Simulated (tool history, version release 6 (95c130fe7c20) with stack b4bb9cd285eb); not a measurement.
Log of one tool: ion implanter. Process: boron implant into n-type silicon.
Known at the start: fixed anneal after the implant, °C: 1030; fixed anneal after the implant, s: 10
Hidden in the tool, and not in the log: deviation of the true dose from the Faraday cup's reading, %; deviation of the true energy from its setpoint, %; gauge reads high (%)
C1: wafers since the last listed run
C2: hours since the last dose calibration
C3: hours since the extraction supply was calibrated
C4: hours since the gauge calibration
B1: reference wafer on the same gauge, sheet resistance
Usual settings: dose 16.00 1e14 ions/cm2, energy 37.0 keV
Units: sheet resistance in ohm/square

Run 1, hour 0.0: usual settings but energy 29.5 keV; C1 0; C2 1902.3; C3 5317.9; C4 229.2; B1 69.78. Result: sheet resistance 71.47 ohm/square.
Run 2, hour 12.0: usual settings but energy 29.5 keV; C1 233; C2 1914.3; C3 5329.9; C4 241.2; B1 69.80. Result: sheet resistance 71.58 ohm/square.
Run 3, hour 27.3: usual settings but energy 29.5 keV; C1 297; C2 1929.6; C3 5345.2; C4 256.5; B1 69.76. Result: sheet resistance 71.50 ohm/square.
Run 4, hour 42.7: usual settings; C1 299; C2 1945.0; C3 5360.6; C4 271.9; B1 69.80. Result: sheet resistance 70.17 ohm/square.
Run 5, hour 59.2: usual settings; C1 320; C2 1961.5; C3 5377.1; C4 288.4; B1 69.80. Result: sheet resistance 70.05 ohm/square.
Run 6, hour 74.1: usual settings; C1 289; C2 1976.4; C3 5392.0; C4 303.3; B1 69.79. Result: sheet resistance 70.21 ohm/square.
Run 7, hour 83.1: usual settings but energy 29.0 keV; C1 174; C2 1985.4; C3 5401.0; C4 312.3; B1 69.80. Result: sheet resistance 71.64 ohm/square.
Run 8, hour 93.6: usual settings but energy 29.0 keV; C1 203; C2 1995.9; C3 5411.5; C4 322.8; B1 69.78. Result: sheet resistance 71.74 ohm/square.
Run 9, hour 107.7: usual settings but energy 29.0 keV; C1 273; C2 2010.0; C3 5425.6; C4 336.9; B1 69.86. Result: sheet resistance 71.67 ohm/square.
Run 10, hour 119.1: usual settings; C1 221; C2 2021.4; C3 5437.0; C4 348.3; B1 69.82. Result: sheet resistance 70.25 ohm/square.
Run 11, hour 133.7: usual settings; C1 283; C2 2036.0; C3 5451.6; C4 362.9; B1 69.79. Result: sheet resistance 70.09 ohm/square.
Run 12, hour 146.9: usual settings but dose 18.94 1e14 ions/cm2, energy 44.0 keV; C1 256; C2 2049.2; C3 5464.8; C4 376.1; B1 69.80. Result: sheet resistance 60.16 ohm/square.
At hour 147.3: gauge calibrated.
At hour 157.0: extraction supply calibrated.
Run 13, hour 165.8: usual settings but dose 12.72 1e14 ions/cm2, energy 42.0 keV; C1 211; C2 2068.1; C3 8.8; C4 18.5; B1 69.80. Result: sheet resistance 83.69 ohm/square.
Run 14, hour 178.4: usual settings but dose 11.75 1e14 ions/cm2, energy 45.0 keV; C1 244; C2 2080.7; C3 21.4; C4 31.1; B1 69.73. Result: sheet resistance 89.19 ohm/square.
Run 15, hour 184.4: usual settings; C1 116; C2 2086.7; C3 27.4; C4 37.1; B1 69.79. Result: sheet resistance 69.99 ohm/square.
At hour 224.3: Faraday cup replaced and dose calibrated.
Run 16, hour 229.3: usual settings but dose 11.71 1e14 ions/cm2, energy 46.0 keV; C1 716; C2 5.0; C3 72.3; C4 82.0; B1 69.79. Result: sheet resistance 92.91 ohm/square.
Run 17, hour 242.4: usual settings but dose 12.10 1e14 ions/cm2; C1 254; C2 18.1; C3 85.4; C4 95.1; B1 69.80. Result: sheet resistance 91.27 ohm/square.
Run 18, hour 259.0: usual settings; C1 322; C2 34.7; C3 102.0; C4 111.7; B1 69.81. Result: sheet resistance 72.28 ohm/square.
Run 19, hour 273.4: usual settings but dose 19.28 1e14 ions/cm2, energy 42.5 keV; C1 279; C2 49.1; C3 116.4; C4 126.1; B1 69.78. Result: sheet resistance 61.74 ohm/square.
Run 20, hour 279.5: usual settings but dose 14.02 1e14 ions/cm2, energy 43.0 keV; C1 118; C2 55.2; C3 122.5; C4 132.2; B1 69.80. Result: sheet resistance 80.16 ohm/square.
Run 21, hour 286.3: usual settings but dose 13.87 1e14 ions/cm2, energy 26.5 keV; C1 132; C2 62.0; C3 129.3; C4 139.0; B1 69.80. Result: sheet resistance 83.40 ohm/square.

The tool's hidden state at each run:
deviation of the true energy from its setpoint, %: 0 in every run
gauge reads high (%): 0 in every run
H1: deviation of the true dose from the Faraday cup's reading, %
run       H1
  1     4.04
  2     4.07
  3     4.11
  4     4.14
  5     4.18
  6     4.22
  7     4.24
  8     4.27
  9      4.3
 10     4.33
 11     4.36
 12     4.39
 13     4.44
 14     4.47
 15     4.48
 16   -0.191
 17   -0.159
 18   -0.119
 19  -0.0848
 20  -0.0702
 21  -0.0538
